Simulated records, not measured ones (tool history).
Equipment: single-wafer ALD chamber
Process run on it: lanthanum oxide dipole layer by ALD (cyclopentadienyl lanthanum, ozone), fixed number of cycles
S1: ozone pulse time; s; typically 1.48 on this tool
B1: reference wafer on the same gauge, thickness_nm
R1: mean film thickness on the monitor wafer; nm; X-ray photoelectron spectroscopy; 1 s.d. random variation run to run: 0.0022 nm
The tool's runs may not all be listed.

run,hour,S1,B1,R1
1,0.0,1.05,0.564,0.449
2,24.7,1.05,0.563,0.444
3,65.2,1.05,0.564,0.440
# hour 87.9: ozone generator serviced
4,119.4,1.48,0.562,0.505
5,160.1,1.48,0.562,0.510
6,224.2,1.48,0.563,0.507
7,266.0,1.48,0.564,0.513
8,292.8,1.48,0.562,0.509
# hour 314.7: thermocouple changed; heater temperature recalibrated
9,326.0,1.48,0.563,0.509
10,362.4,1.48,0.563,0.502
11,402.3,1.48,0.562,0.499
12,436.3,1.48,0.563,0.500
13,487.4,1.48,0.563,0.492
14,544.6,1.48,0.563,0.491
15,577.6,1.90,0.563,0.509
16,611.5,1.48,0.563,0.482
17,678.5,1.16,0.562,0.444
18,710.6,1.98,0.563,0.499
# hour 736.5: ozone generator serviced
# hour 739.1: gauge calibrated
19,772.8,1.48,0.563,0.516
# hour 788.4: showerhead replaced
20,800.5,1.70,0.563,0.522
21,830.9,1.26,0.563,0.498
22,857.3,1.01,0.563,0.477
23,889.5,2.01,0.564,0.525
24,931.6,1.73,0.562,0.516
25,961.4,2.02,0.562,0.522
26,1015.1,1.04,0.562,0.477
27,1039.9,1.48,0.563,0.504

Difference, measured minus no-hidden-state, one row per run. Run-to-run variation is common to both terms; the gauge's own scatter need not be:
The hidden state here: wafer temperature above the value expected at the setpoint (K); ozone dose above that of a generator just serviced (%); gauge reads high (%).
run,R1
1,-0.035
2,-0.039
3,-0.046
4,-0.004
5,-0.004
6,-0.005
7,-0.006
8,-0.007
9,-0.008
10,-0.009
11,-0.011
12,-0.013
13,-0.017
14,-0.022
15,-0.017
16,-0.030
17,-0.050
18,-0.031
19,-0.002
20,-0.001
21,-0.002
22,-0.003
23,-0.002
24,-0.003
25,-0.003
26,-0.010
27,-0.008
